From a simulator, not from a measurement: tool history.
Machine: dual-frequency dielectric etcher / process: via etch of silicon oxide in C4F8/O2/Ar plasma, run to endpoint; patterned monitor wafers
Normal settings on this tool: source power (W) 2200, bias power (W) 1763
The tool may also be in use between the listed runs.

run   hour  source power (W)  bias power (W)  wafers since the last listed run  hours since the last wet clean  hours since the last source power generator calibration  hours since the last bias power generator calibration  hours since the last upper electrode change  incoming incoming film thickness, nm  endpoint time (s)
  1      0              2200            1763                                 0                           128.1                                                   4538.3                                                 2555.1                                       2151.1                                1791.5              378.7
  2   23.1              2200            1989                                79                           151.2                                                   4561.4                                                 2578.2                                       2174.2                                1797.4              367.9
  3   53.6              2200            1989                               104                           181.7                                                   4591.9                                                 2608.7                                       2204.7                                1793.1              371.7
  4   74.6              2200            1989                                71                           202.7                                                   4612.9                                                 2629.7                                       2225.7                                1804.5              372.6
  5   94.2              2200            1763                                67                           222.3                                                   4632.5                                                 2649.3                                       2245.3                                1822.4              387.6
  6  120.6              2200            1763                                90                           248.7                                                   4658.9                                                 2675.7                                       2271.7                                1827.8              391.8
  7  147.6              2530            1763                                92                           275.7                                                   4685.9                                                 2702.7                                       2298.7                                1819.5              373.5
  8  172.4              2530            1763                                85                           300.5                                                   4710.7                                                 2727.5                                       2323.5                                1810.5              370.7
  9  198.8              2530            1763                                90                           326.9                                                   4737.1                                                 2753.9                                       2349.9                                1816.1              375.5
 10  221.7              1940            1763                                78                           349.8                                                     4760                                                 2776.8                                       2372.8                                1806.8              405.2
 11  246.2              1940            1763                                83                           374.3                                                   4784.5                                                 2801.3                                       2397.3                                1824.4              410.9
 12  269.3              1940            1763                                79                           397.4                                                   4807.6                                                 2824.4                                       2420.4                                1831.2              410.2
 13  295.5              1770            1620                                89                           423.6                                                   4833.8                                                 2850.6                                       2446.6                                1827.9              430.6
 14  322.1              2200            1763                                91                           450.2                                                   4860.4                                                 2877.2                                       2473.2                                1820.8              392.4
       363  -- upper electrode replaced
 15  363.5              2660            1882                                59                           491.6                                                   4901.8                                                 2918.6                                          0.5                                1815.9              363.8
     374.3  -- bias power generator calibrated
     402.7  -- wet clean of the chamber
 16  403.2              2060            1763                                40                             0.5                                                   4941.5                                                   28.9                                         40.2                                1827.9              388.6
 17  403.6              2750            1973                                 1                             0.9                                                   4941.9                                                   29.3                                         40.6                                1808.5              340.2
 18  415.6              2480            1961                                41                            12.9                                                   4953.9                                                   41.3                                         52.6                                1810.8              355.3
 19    441              2390            2024                                87                            38.3                                                   4979.3                                                   66.7                                           78                                1826.8                358
 20    462              1940            1763                                71                            59.3                                                   5000.3                                                   87.7                                           99                                1822.5              398.7

For run 21, what comes out?
 21  497.9              1730            1915                               123                            95.2                                                   5036.2                                                  123.6                                        134.9                                1805.5                  ?

endpoint time (s): 400.6
Take away the tool's hidden state, keep the run-to-run variation as it was, and the same run would have given endpoint time (s) 399.3.

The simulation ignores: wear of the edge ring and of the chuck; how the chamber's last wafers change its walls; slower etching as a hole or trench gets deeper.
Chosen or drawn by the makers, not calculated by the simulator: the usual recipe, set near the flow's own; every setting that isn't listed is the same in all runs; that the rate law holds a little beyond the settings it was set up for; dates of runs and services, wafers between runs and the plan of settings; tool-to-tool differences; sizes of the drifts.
